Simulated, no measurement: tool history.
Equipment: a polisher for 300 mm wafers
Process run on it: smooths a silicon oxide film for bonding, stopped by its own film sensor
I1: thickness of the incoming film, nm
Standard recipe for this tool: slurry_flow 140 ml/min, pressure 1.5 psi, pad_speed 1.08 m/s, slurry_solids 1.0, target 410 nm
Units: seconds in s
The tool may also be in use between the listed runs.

{"run": 1, "day": 0.0, "slurry_flow": 140, "pressure": 1.5, "pad_speed": 1.08, "slurry_solids": 1.0, "target": 410, "I1": 476.8, "seconds": 99.9}
{"run": 2, "day": 1.462, "slurry_flow": 140, "pressure": 1.5, "pad_speed": 1.08, "slurry_solids": 1.0, "target": 410, "I1": 483.5, "seconds": 105.4}
{"day": 3.221, "done": "worn pad replaced by a new one"}
{"run": 3, "day": 4.004, "slurry_flow": 140, "pressure": 1.5, "pad_speed": 1.08, "slurry_solids": 1.0, "target": 410, "I1": 473.8, "seconds": 94.0}
{"run": 4, "day": 6.304, "slurry_flow": 170, "pressure": 1.5, "pad_speed": 1.08, "slurry_solids": 1.0, "target": 410, "I1": 489.4, "seconds": 113.8}
{"day": 10.108, "done": "worn pad replaced by a new one"}
{"run": 5, "day": 11.333, "slurry_flow": 140, "pressure": 1.5, "pad_speed": 1.08, "slurry_solids": 1.0, "target": 410, "I1": 486.0, "seconds": 113.0}
{"run": 6, "day": 12.854, "slurry_flow": 165, "pressure": 1.5, "pad_speed": 1.08, "slurry_solids": 1.0, "target": 410, "I1": 483.6, "seconds": 109.2}
{"day": 13.683, "done": "slurry blender recalibrated"}
{"run": 7, "day": 15.267, "slurry_flow": 165, "pressure": 1.5, "pad_speed": 1.08, "slurry_solids": 1.0, "target": 410, "I1": 483.6, "seconds": 108.0}
{"run": 8, "day": 17.179, "slurry_flow": 165, "pressure": 1.5, "pad_speed": 1.08, "slurry_solids": 1.0, "target": 410, "I1": 479.6, "seconds": 103.9}
{"day": 18.162, "done": "worn pad replaced by a new one"}
{"run": 9, "day": 19.938, "slurry_flow": 140, "pressure": 1.5, "pad_speed": 1.26, "slurry_solids": 1.1, "target": 410, "I1": 479.5, "seconds": 88.5}
{"run": 10, "day": 21.142, "slurry_flow": 140, "pressure": 1.5, "pad_speed": 1.08, "slurry_solids": 1.0, "target": 410, "I1": 479.3, "seconds": 106.0}
{"day": 23.033, "done": "slurry nozzle cleaned"}
{"run": 11, "day": 23.671, "slurry_flow": 165, "pressure": 1.5, "pad_speed": 1.08, "slurry_solids": 1.0, "target": 410, "I1": 474.7, "seconds": 98.1}
{"run": 12, "day": 24.729, "slurry_flow": 185, "pressure": 2.0, "pad_speed": 1.08, "slurry_solids": 0.9, "target": 426, "I1": 483.8, "seconds": 70.7}

For run 13, what comes out?
{"day": 25.392, "done": "worn pad replaced by a new one"}
{"run": 13, "day": 27.45, "slurry_flow": 140, "pressure": 1.5, "pad_speed": 1.08, "slurry_solids": 1.0, "target": 410, "I1": 478.3, "seconds": "?"}

Run 13 came out at seconds 106.7 s.
With no hidden state in the tool, this same run would have given seconds 97.3 s.

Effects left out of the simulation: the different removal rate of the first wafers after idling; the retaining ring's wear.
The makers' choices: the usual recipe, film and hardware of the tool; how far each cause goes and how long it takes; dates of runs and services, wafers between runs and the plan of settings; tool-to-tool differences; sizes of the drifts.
